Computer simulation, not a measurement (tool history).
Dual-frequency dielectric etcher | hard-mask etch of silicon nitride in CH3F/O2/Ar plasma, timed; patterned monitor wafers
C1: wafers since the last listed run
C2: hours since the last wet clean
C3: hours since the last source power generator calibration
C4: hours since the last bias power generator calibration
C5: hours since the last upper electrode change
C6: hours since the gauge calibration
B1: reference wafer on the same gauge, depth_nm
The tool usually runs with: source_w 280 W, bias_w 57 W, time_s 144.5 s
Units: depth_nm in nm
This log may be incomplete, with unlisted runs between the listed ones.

Run 1, hour 0.0: usual settings; C1 0; C2 33.9; C3 1364.5; C4 1895.6; C5 1658.2; C6 970.3; B1 63.2. Result: depth_nm 73.8 nm.
Run 2, hour 31.5: usual settings but source_w 240 W; C1 194; C2 65.4; C3 1396.0; C4 1927.1; C5 1689.7; C6 1001.8; B1 63.0. Result: depth_nm 69.9 nm.
At hour 51.4: bias power generator calibrated.
Run 3, hour 62.7: usual settings but source_w 240 W; C1 168; C2 96.6; C3 1427.2; C4 11.3; C5 1720.9; C6 1033.0; B1 63.2. Result: depth_nm 68.8 nm.
Run 4, hour 78.3: usual settings; C1 96; C2 112.2; C3 1442.8; C4 26.9; C5 1736.5; C6 1048.6; B1 63.3. Result: depth_nm 73.8 nm.
At hour 79.0: gauge calibrated.
Run 5, hour 90.4: usual settings; C1 74; C2 124.3; C3 1454.9; C4 39.0; C5 1748.6; C6 11.4; B1 63.2. Result: depth_nm 75.0 nm.
Run 6, hour 115.3: usual settings but source_w 320 W, bias_w 47 W; C1 153; C2 149.2; C3 1479.8; C4 63.9; C5 1773.5; C6 36.3; B1 63.2. Result: depth_nm 74.5 nm.
Run 7, hour 151.0: usual settings but source_w 320 W, bias_w 47 W; C1 220; C2 184.9; C3 1515.5; C4 99.6; C5 1809.2; C6 72.0; B1 63.2. Result: depth_nm 74.9 nm.
Run 8, hour 165.1: usual settings; C1 87; C2 199.0; C3 1529.6; C4 113.7; C5 1823.3; C6 86.1; B1 63.2. Result: depth_nm 74.3 nm.
Run 9, hour 200.9: usual settings; C1 221; C2 234.8; C3 1565.4; C4 149.5; C5 1859.1; C6 121.9; B1 63.3. Result: depth_nm 74.5 nm.
Run 10, hour 222.1: usual settings; C1 131; C2 256.0; C3 1586.6; C4 170.7; C5 1880.3; C6 143.1; B1 63.3. Result: depth_nm 73.7 nm.
Run 11, hour 254.3: usual settings; C1 199; C2 288.2; C3 1618.8; C4 202.9; C5 1912.5; C6 175.3; B1 63.2. Result: depth_nm 73.9 nm.
Run 12, hour 289.1: usual settings but source_w 310 W; C1 215; C2 323.0; C3 1653.6; C4 237.7; C5 1947.3; C6 210.1; B1 63.1. Result: depth_nm 77.4 nm.
Run 13, hour 301.6: usual settings but source_w 340 W, time_s 108.0 s; C1 77; C2 335.5; C3 1666.1; C4 250.2; C5 1959.8; C6 222.6; B1 63.2. Result: depth_nm 59.3 nm.
Run 14, hour 314.1: usual settings; C1 77; C2 348.0; C3 1678.6; C4 262.7; C5 1972.3; C6 235.1; B1 63.1. Result: depth_nm 73.8 nm.
Run 15, hour 336.9: usual settings; C1 140; C2 370.8; C3 1701.4; C4 285.5; C5 1995.1; C6 257.9; B1 63.2. Result: depth_nm 74.3 nm.
Run 16, hour 359.6: usual settings but source_w 330 W, bias_w 63 W, time_s 176.5 s; C1 140; C2 393.5; C3 1724.1; C4 308.2; C5 2017.8; C6 280.6; B1 63.1. Result: depth_nm 99.0 nm.
Run 17, hour 394.8: usual settings but source_w 240 W, bias_w 46 W, time_s 121.0 s; C1 217; C2 428.7; C3 1759.3; C4 343.4; C5 2053.0; C6 315.8; B1 63.3. Result: depth_nm 54.9 nm.
At hour 463.5: source power generator calibrated.
At hour 471.2: wet clean of the chamber.
Run 18, hour 492.5: usual settings; C1 531; C2 21.3; C3 29.0; C4 441.1; C5 2150.7; C6 413.5; B1 63.2. Result: depth_nm 74.2 nm.
Run 19, hour 534.8: usual settings; C1 261; C2 63.6; C3 71.3; C4 483.4; C5 2193.0; C6 455.8; B1 63.1. Result: depth_nm 74.6 nm.
Run 20, hour 556.1: usual settings but source_w 340 W, bias_w 44 W; C1 131; C2 84.9; C3 92.6; C4 504.7; C5 2214.3; C6 477.1; B1 63.2. Result: depth_nm 75.0 nm.
At hour 592.3: upper electrode replaced.
Run 21, hour 592.8: usual settings but source_w 240 W, bias_w 50 W, time_s 131.0 s; C1 78; C2 121.6; C3 129.3; C4 541.4; C5 0.5; C6 513.8; B1 63.2. Result: depth_nm 60.8 nm.
Run 22, hour 604.0: usual settings but source_w 230 W, bias_w 70 W, time_s 187.0 s; C1 69; C2 132.8; C3 140.5; C4 552.6; C5 11.7; C6 525.0; B1 63.2. Result: depth_nm 93.2 nm.
Run 23, hour 617.6: usual settings but source_w 320 W, bias_w 66 W; C1 84; C2 146.4; C3 154.1; C4 566.2; C5 25.3; C6 538.6; B1 63.2. Result: depth_nm 80.8 nm.
Run 24, hour 652.4: usual settings but source_w 230 W; C1 215; C2 181.2; C3 188.9; C4 601.0; C5 60.1; C6 573.4; B1 63.3. Result: depth_nm 68.5 nm.
Run 25, hour 673.9: usual settings but source_w 340 W, bias_w 65 W, time_s 184.0 s; C1 132; C2 202.7; C3 210.4; C4 622.5; C5 81.6; C6 594.9; B1 63.1. Result: depth_nm 106.4 nm.
Run 26, hour 703.5: usual settings but source_w 230 W, bias_w 53 W, time_s 117.0 s; C1 182; C2 232.3; C3 240.0; C4 652.1; C5 111.2; C6 624.5; B1 63.2. Result: depth_nm 54.7 nm.
Run 27, hour 772.9: usual settings; C1 428; C2 301.7; C3 309.4; C4 721.5; C5 180.6; C6 693.9; B1 63.2. Result: depth_nm 74.3 nm.
Run 28, hour 806.8: usual settings but bias_w 46 W; C1 209; C2 335.6; C3 343.3; C4 755.4; C5 214.5; C6 727.8; B1 63.3. Result: depth_nm 70.3 nm.
Run 29, hour 842.3: usual settings; C1 219; C2 371.1; C3 378.8; C4 790.9; C5 250.0; C6 763.3; B1 63.2. Result: depth_nm 74.5 nm.
Run 30, hour 866.4: usual settings but bias_w 62 W; C1 148; C2 395.2; C3 402.9; C4 815.0; C5 274.1; C6 787.4; B1 63.3. Result: depth_nm 75.7 nm.
Run 31, hour 892.2: usual settings but bias_w 71 W, time_s 120.5 s; C1 159; C2 421.0; C3 428.7; C4 840.8; C5 299.9; C6 813.2; B1 63.2. Result: depth_nm 65.7 nm.

Each row is a separate what-if for the run after 31, all from the same tool condition, not one after another. Results?
Run A, hour 892.7: usual settings but source_w 260 W; C1 3; C2 421.5; C3 429.2; C4 841.3; C5 300.4; C6 813.7; B1 ?. Result: depth_nm ?.
Run B, hour 892.7: usual settings but source_w 310 W, bias_w 70 W, time_s 120.5 s; C1 3; C2 421.5; C3 429.2; C4 841.3; C5 300.4; C6 813.7; B1 ?. Result: depth_nm ?.
Run C, hour 892.7: usual settings but source_w 240 W, bias_w 67 W, time_s 111.0 s; C1 3; C2 421.5; C3 429.2; C4 841.3; C5 300.4; C6 813.7; B1 ?. Result: depth_nm ?.

run    B1  depth_nm
  A  63.1      72.2
  B  63.1      68.6
  C  63.1      56.3
Without the tool's hidden state the same runs would have given:
run  depth_nm
  A      72.2
  B      68.6
  C      56.3
